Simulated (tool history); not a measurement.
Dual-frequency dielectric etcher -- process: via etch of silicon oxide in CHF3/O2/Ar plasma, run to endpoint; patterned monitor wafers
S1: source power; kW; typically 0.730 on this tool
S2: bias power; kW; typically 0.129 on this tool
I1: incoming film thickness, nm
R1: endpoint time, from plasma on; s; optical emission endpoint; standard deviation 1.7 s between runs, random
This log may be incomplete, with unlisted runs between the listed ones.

| run | hour | S1 | S2 | I1 | R1 |
|---|---|---|---|---|---|
| 1 | 0.0 | 0.730 | 0.129 | 488.8 | 254.4 |
| 2 | 35.6 | 0.730 | 0.129 | 490.2 | 255.9 |
| 3 | 62.5 | 0.730 | 0.129 | 482.2 | 255.3 |
| 4 | 93.1 | 0.730 | 0.129 | 491.3 | 255.2 |
| 5 | 118.0 | 0.730 | 0.138 | 486.6 | 250.4 |
| 6 | 132.0 | 0.730 | 0.138 | 485.4 | 247.9 |
| 7 | 150.4 | 0.800 | 0.129 | 489.0 | 252.5 |
| 8 | 262.2 | 0.730 | 0.129 | 492.6 | 249.9 |
| 9 | 262.6 | 0.730 | 0.129 | 487.1 | 251.4 |
| 10 | 284.4 | 0.730 | 0.129 | 488.7 | 248.4 |
| 11 | 310.4 | 0.640 | 0.129 | 489.0 | 266.4 |
| 12 | 340.0 | 0.640 | 0.129 | 489.4 | 266.7 |
| 13 | 370.5 | 0.850 | 0.123 | 495.1 | 245.9 |
| 14 | 383.4 | 0.830 | 0.142 | 490.1 | 230.6 |
| 15 | 402.6 | 0.650 | 0.129 | 491.0 | 264.5 |
| 16 | 421.2 | 0.580 | 0.146 | 483.5 | 271.6 |
| 17 | 437.4 | 0.560 | 0.151 | 494.0 | 277.6 |
| 18 | 477.4 | 0.730 | 0.129 | 487.7 | 254.5 |
| 19 | 503.9 | 0.730 | 0.129 | 491.1 | 253.0 |
| 20 | 524.5 | 0.550 | 0.151 | 491.8 | 277.8 |
| 21 | 549.3 | 0.670 | 0.108 | 494.0 | 278.7 |
| 22 | 575.3 | 0.820 | 0.129 | 491.7 | 244.1 |
| 23 | 603.6 | 0.730 | 0.129 | 489.1 | 260.4 |
| 24 | 634.9 | 0.830 | 0.151 | 491.1 | 237.3 |
| 25 | 649.0 | 0.790 | 0.152 | 491.1 | 240.4 |
| 26 | 661.3 | 0.880 | 0.144 | 490.1 | 233.6 |
| 27 | 681.3 | 0.810 | 0.116 | 484.7 | 252.4 |
| 28 | 715.4 | 0.650 | 0.101 | 491.0 | 291.1 |
| 29 | 749.3 | 0.730 | 0.129 | 483.5 | 258.9 |
| 30 | 783.1 | 0.650 | 0.145 | 491.4 | 267.4 |

Taken out of this log: 4 entries between the listed runs. Where each belongs, and how the hidden state differs across it:
From run 7 to run 8: bias power generator calibrated (hour 236.1); wet clean of the chamber (hour 244.5); upper electrode replaced (hour 261.7)
  etch rate over this chamber's usual, %: -3.38 -> -0.105
  the result without the hidden state subtracted from the measured one, R1: +8.5 -> +0.3 s
From run 10 to run 11: source power generator calibrated (hour 301.9)
  etch rate over this chamber's usual, %: -0.287 -> -0.5
  the result without the hidden state subtracted from the measured one, R1: +0.7 -> +1.3 s

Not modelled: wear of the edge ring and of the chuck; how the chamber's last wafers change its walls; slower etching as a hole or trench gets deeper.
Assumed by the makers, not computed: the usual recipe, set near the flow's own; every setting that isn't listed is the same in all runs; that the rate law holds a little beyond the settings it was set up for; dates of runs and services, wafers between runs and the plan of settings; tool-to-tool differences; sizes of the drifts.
